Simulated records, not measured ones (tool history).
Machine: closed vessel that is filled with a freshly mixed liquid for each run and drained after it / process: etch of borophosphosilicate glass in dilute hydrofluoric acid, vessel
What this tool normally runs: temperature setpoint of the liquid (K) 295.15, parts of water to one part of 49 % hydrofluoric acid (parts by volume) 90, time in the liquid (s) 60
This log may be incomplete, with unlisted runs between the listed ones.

run    hour  temperature setpoint of the liquid (K)  parts of water to one part of 49 % hydrofluoric acid (parts by volume)  time in the liquid (s)  read-back film thickness of the borophosphosilicate glass reference wafer, read on the same gauge (nm)  thickness taken off the borophosphosilicate glass on a monitor wafer (Å)
  1     0.0                                  295.15                                                                     100                      60                                                                                                   79.98                                                                     241.5
  2    27.5                                  292.65                                                                      90                      75                                                                                                   80.01                                                                     303.3
  3    53.9                                  292.65                                                                      90                      75                                                                                                   80.00                                                                     303.0
  4   101.1                                  292.65                                                                      90                      75                                                                                                   80.00                                                                     298.2
  5   169.4                                  291.65                                                                      90                      35                                                                                                   79.99                                                                     136.4
  6   212.5                                  291.65                                                                      90                      35                                                                                                   80.02                                                                     133.6
  7   273.2                                  296.15                                                                      90                      60                                                                                                   79.99                                                                     276.5
  8   335.6                                  295.15                                                                      90                      45                                                                                                   79.99                                                                     195.9
  9   385.3                                  295.15                                                                      90                      45                                                                                                   79.98                                                                     193.9
 10   554.5                                  295.15                                                                      90                      45                                                                                                   80.00                                                                     189.7
 11   608.2                                  295.15                                                                      80                      60                                                                                                   79.99                                                                     292.3
      613.9  -- gauge calibrated
 12   667.5                                  295.15                                                                      80                      60                                                                                                   80.00                                                                     289.3
      751.1  -- hydrofluoric acid flow meter replaced
 13   823.0                                  295.15                                                                     125                      60                                                                                                   79.95                                                                     192.8
 14   852.4                                  295.15                                                                     100                      60                                                                                                   79.99                                                                     245.0
 15   921.3                                  295.15                                                                      90                      60                                                                                                   79.98                                                                     274.0
 16   971.6                                  293.15                                                                      90                      75                                                                                                   79.99                                                                     314.8
 17  1016.1                                  298.65                                                                      60                      60                                                                                                   80.01                                                                     493.9
 18  1078.5                                  291.65                                                                      55                      40                                                                                                   79.96                                                                     262.1
 19  1139.3                                  295.15                                                                      90                      60                                                                                                   79.99                                                                     268.0
 20  1198.7                                  295.15                                                                      90                      60                                                                                                   80.00                                                                     266.7
     1213.4  -- thermometer replaced
 21  1254.9                                  295.15                                                                      90                      85                                                                                                   79.96                                                                     401.3
 22  1323.0                                  295.15                                                                     105                      60                                                                                                   80.01                                                                     240.1
 23  1357.2                                  295.15                                                                      90                      60                                                                                                   80.00                                                                     288.5
 24  1459.1                                  290.65                                                                      90                      60                                                                                                   80.00                                                                     233.6
 25  1512.6                                  295.15                                                                      90                      60                                                                                                   79.98                                                                     281.7
 26  1572.2                                  295.15                                                                      90                      80                                                                                                   79.98                                                                     377.2
 27  1617.0                                  295.15                                                                      90                      95                                                                                                   79.98                                                                     436.5
 28  1680.4                                  292.15                                                                     120                      80                                                                                                   79.99                                                                     233.9
 29  1739.6                                  292.65                                                                     130                      45                                                                                                   80.03                                                                     121.7
 30  1767.4                                  292.65                                                                      70                      80                                                                                                   79.99                                                                     425.6
 31  1823.7                                  292.15                                                                     110                      60                                                                                                   80.00                                                                     192.5

Predict each of these 5 candidate next runs independently; none follows another, all start after run 31:
  A  1824.4                                  295.15                                                                      55                      60                                                                                                       ?                                                                         ?
  B  1824.4                                  295.15                                                                      55                      35                                                                                                       ?                                                                         ?
  C  1824.4                                  291.65                                                                     115                      30                                                                                                       ?                                                                         ?
  D  1824.4                                  295.15                                                                     120                      40                                                                                                       ?                                                                         ?
  E  1824.4                                  298.65                                                                     120                      30                                                                                                       ?                                                                         ?

run  read-back film thickness of the borophosphosilicate glass reference wafer, read on the same gauge (nm)  thickness taken off the borophosphosilicate glass on a monitor wafer (Å)
  A                                                                                                   80.01                                                                     473.4
  B                                                                                                   80.01                                                                     276.1
  C                                                                                                   80.01                                                                      91.0
  D                                                                                                   80.01                                                                     133.2
  E                                                                                                   80.01                                                                     114.6
With the hidden condition removed and each run's random variation left untouched, the same runs would have given:
run  thickness taken off the borophosphosilicate glass on a monitor wafer (Å)
  A                                                                     540.8
  B                                                                     315.5
  C                                                                     104.4
  D                                                                     152.9
  E                                                                     131.5
